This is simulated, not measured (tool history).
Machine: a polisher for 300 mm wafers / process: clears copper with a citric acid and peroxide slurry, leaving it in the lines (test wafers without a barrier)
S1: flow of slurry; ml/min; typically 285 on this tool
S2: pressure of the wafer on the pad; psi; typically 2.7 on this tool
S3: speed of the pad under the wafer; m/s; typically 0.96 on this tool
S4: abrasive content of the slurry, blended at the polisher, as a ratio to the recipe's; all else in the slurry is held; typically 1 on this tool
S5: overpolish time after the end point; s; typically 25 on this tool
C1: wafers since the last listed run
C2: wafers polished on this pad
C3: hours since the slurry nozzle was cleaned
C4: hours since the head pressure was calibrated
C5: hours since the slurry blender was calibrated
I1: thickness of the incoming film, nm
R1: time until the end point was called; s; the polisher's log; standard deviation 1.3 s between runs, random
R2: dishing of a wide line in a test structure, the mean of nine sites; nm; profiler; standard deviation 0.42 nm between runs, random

run	day	S1	S2	S3	S4	S5	C1	C2	C3	C4	C5	I1	R1	R2
1	0	340	2.7	0.96	1	25	0	451	386.8	475.1	342.1	149	67.7	30.8
# day 0.738: slurry blender recalibrated
2	3.971	340	2.7	0.96	1	25	475	926	482.1	570.4	77.6	149	63	31
# day 6.25: worn pad replaced by a new one
3	6.746	285	2.7	0.96	1	32	319	60	548.7	637	144.2	150.1	67.3	36.3
4	8.671	285	2.7	0.96	1	25	235	296	594.9	683.2	190.4	151.9	68.9	30
5	10.646	285	2.7	0.96	1	25	241	537	642.3	730.6	237.8	150.2	67.8	30.6
6	13.475	285	2.7	0.96	1	25	346	884	710.2	798.5	305.7	152.9	67.7	31.1
7	15.317	285	2.7	0.96	1	25	225	1109	754.4	842.7	349.9	151.5	67.1	30.9
# day 16.596: head pressure recalibrated
# day 17.05: worn pad replaced by a new one
# day 18.596: slurry blender recalibrated
# day 19.096: slurry nozzle cleaned
8	19.342	325	2.7	0.96	1	25	446	265	5.9	65.9	17.9	150.2	72.3	28.5
9	22.692	185	2.9	0.96	1.25	25	409	675	86.3	146.3	98.3	150.6	68.5	29.9
10	25.721	285	2.7	0.96	1	25	370	1045	159	219	171	147.9	69	28.3

Run 11, settings as shown, results not yet in. Your forecast:
# day 26.7: worn pad replaced by a new one
11	29.554	225	3.1	0.96	0.9	25	448	349	251	311	263	148.7	?	?

Run 11 came out at R1 64.7 s, R2 30.3 nm.
Had the tool carried no hidden state, the very same run would have given R1 66 s, R2 29.9 nm.
